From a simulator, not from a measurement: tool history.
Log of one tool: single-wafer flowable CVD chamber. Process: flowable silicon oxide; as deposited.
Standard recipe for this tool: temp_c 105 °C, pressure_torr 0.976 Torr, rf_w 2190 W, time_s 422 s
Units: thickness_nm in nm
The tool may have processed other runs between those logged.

run    hour  temp_c  pressure_torr  rf_w  time_s  wafers since the last listed run  hours since the last thermocouple change  hours since the last RF generator calibration  hours since the last manometer calibration  hours since the showerhead was replaced  hours since the gauge calibration  read-back reference wafer on the same gauge, thickness_nm  thickness_nm
  1       0     105          0.976  2190     422                                 0                                     836.8                                         1133.3                                         688                                   4534.2                              240.2                                                    309.698       286.643
  2    76.2     105          0.976  2190     422                               238                                       913                                         1209.5                                       764.2                                   4610.4                              316.4                                                    309.487       288.066
  3   133.5     105          0.976  2090     422                               179                                     970.3                                         1266.8                                       821.5                                   4667.7                              373.7                                                    309.512       283.254
  4   189.3     105          0.976  2090     422                               174                                    1026.1                                         1322.6                                       877.3                                   4723.5                              429.5                                                    310.476       282.753
  5   237.9     105          0.976  2090     422                               152                                    1074.7                                         1371.2                                       925.9                                   4772.1                              478.1                                                    309.577       283.073
  6   292.7     105          0.976  2190     422                               171                                    1129.5                                           1426                                       980.7                                   4826.9                              532.9                                                    310.194       289.897
  7   349.5     105          0.826  2190     422                               177                                    1186.3                                         1482.8                                      1037.5                                   4883.7                              589.7                                                    310.106       242.804
      388.4  -- RF generator calibrated
      530.3  -- gauge calibrated
        560  -- RF generator calibrated, repeated, since the last time left the tool worse
  8   639.7     105          0.976  1785     422                               858                                    1476.5                                           79.7                                      1327.7                                   5173.9                              109.4                                                    310.012       272.581
  9   743.6     105          0.976  2190     422                               325                                    1580.4                                          183.6                                      1431.6                                   5277.8                              213.3                                                    309.841       291.983
      767.5  -- capacitance manometer re-zeroed and calibrated
 10   804.1      95          0.751  2415     353                               164                                    1640.9                                          244.1                                        36.6                                   5338.3                              273.8                                                    309.893       256.335
      832.8  -- showerhead replaced
 11   898.7     105          0.744  1945     422                               271                                    1735.5                                          338.7                                       131.2                                     65.9                              368.4                                                    310.138       214.421
      911.8  -- thermocouple changed; heater temperature recalibrated
 12   947.8     105          0.976  2535     422                               128                                        36                                          387.8                                       180.3                                      115                              417.5                                                     310.34       298.534
 13  1046.8      97          1.215  2055     422                               310                                       135                                          486.8                                       279.3                                      214                              516.5                                                    309.946        446.69
 14  1132.7      95          0.976  2035     422                               269                                     220.9                                          572.7                                       365.2                                    299.9                              602.4                                                    310.449       378.716
 15  1232.1     111          0.741  2190     347                               311                                     320.3                                          672.1                                       464.6                                    399.3                              701.8                                                     309.97       150.939

4 options for the next run, each taken on its own from the tool as it stands now. Forecast them:
  A  1232.6     105          0.976  2190     496                                 1                                     320.8                                          672.6                                       465.1                                    399.8                              702.3                                                          ?             ?
  B  1232.6      92          0.976  2190     378                                 1                                     320.8                                          672.6                                       465.1                                    399.8                              702.3                                                          ?             ?
  C  1232.6      93          1.165  2190     355                                 1                                     320.8                                          672.6                                       465.1                                    399.8                              702.3                                                          ?             ?
  D  1232.6     100          0.819  1855     393                                 1                                     320.8                                          672.6                                       465.1                                    399.8                              702.3                                                          ?             ?

run  read-back reference wafer on the same gauge, thickness_nm  thickness_nm
  A                                                    309.765       343.277
  B                                                    309.765       382.649
  C                                                    309.765       414.044
  D                                                    309.765       251.169
Without the tool's hidden state the same runs would have given:
run  thickness_nm
  A       345.734
  B       385.389
  C       417.008
  D       253.799
